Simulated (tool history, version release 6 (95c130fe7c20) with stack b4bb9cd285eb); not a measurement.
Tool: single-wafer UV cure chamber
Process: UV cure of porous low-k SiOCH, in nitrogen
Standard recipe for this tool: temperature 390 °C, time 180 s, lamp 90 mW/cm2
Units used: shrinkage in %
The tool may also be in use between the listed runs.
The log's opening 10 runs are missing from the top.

run,hour,temperature,time,lamp,shrinkage
11,221,390,180,90,8.675
12,245,390,180,90,8.584
# hour 253.4: quartz window cleaned
13,310.4,390,180,90,8.978
14,332.5,390,180,90,8.954
15,425.6,390,180,90,8.91
16,455.8,384,180,90,8.556
17,478.4,384,180,90,8.692
18,503.4,400,180,108,9.608
19,532.8,390,180,90,8.565
# hour 556.9: UV bulbs replaced
20,560.7,390,255,123,11.306
# hour 590.1: quartz window cleaned
21,594.6,390,180,90,9.164
22,666.6,379,150,105,8.876
23,690.5,390,180,90,8.969
24,720.2,396,95,123,7.793
25,738.3,390,80,90,5.821
26,756.1,404,240,102,11.022
27,791.9,372,150,115,8.991
28,804.2,378,80,73,4.748
29,835.3,407,180,103,9.684
30,870.6,390,180,90,8.712
# hour 942.3: quartz window cleaned
31,949.5,390,90,113,7.21

Run 32 is up next; what results do you expect?
32,962.5,384,225,67,?

Run 32 yielded shrinkage 8.718 %.
With the hidden condition absent and the run-to-run variation left alone, this run would have shown shrinkage 8.725 %.

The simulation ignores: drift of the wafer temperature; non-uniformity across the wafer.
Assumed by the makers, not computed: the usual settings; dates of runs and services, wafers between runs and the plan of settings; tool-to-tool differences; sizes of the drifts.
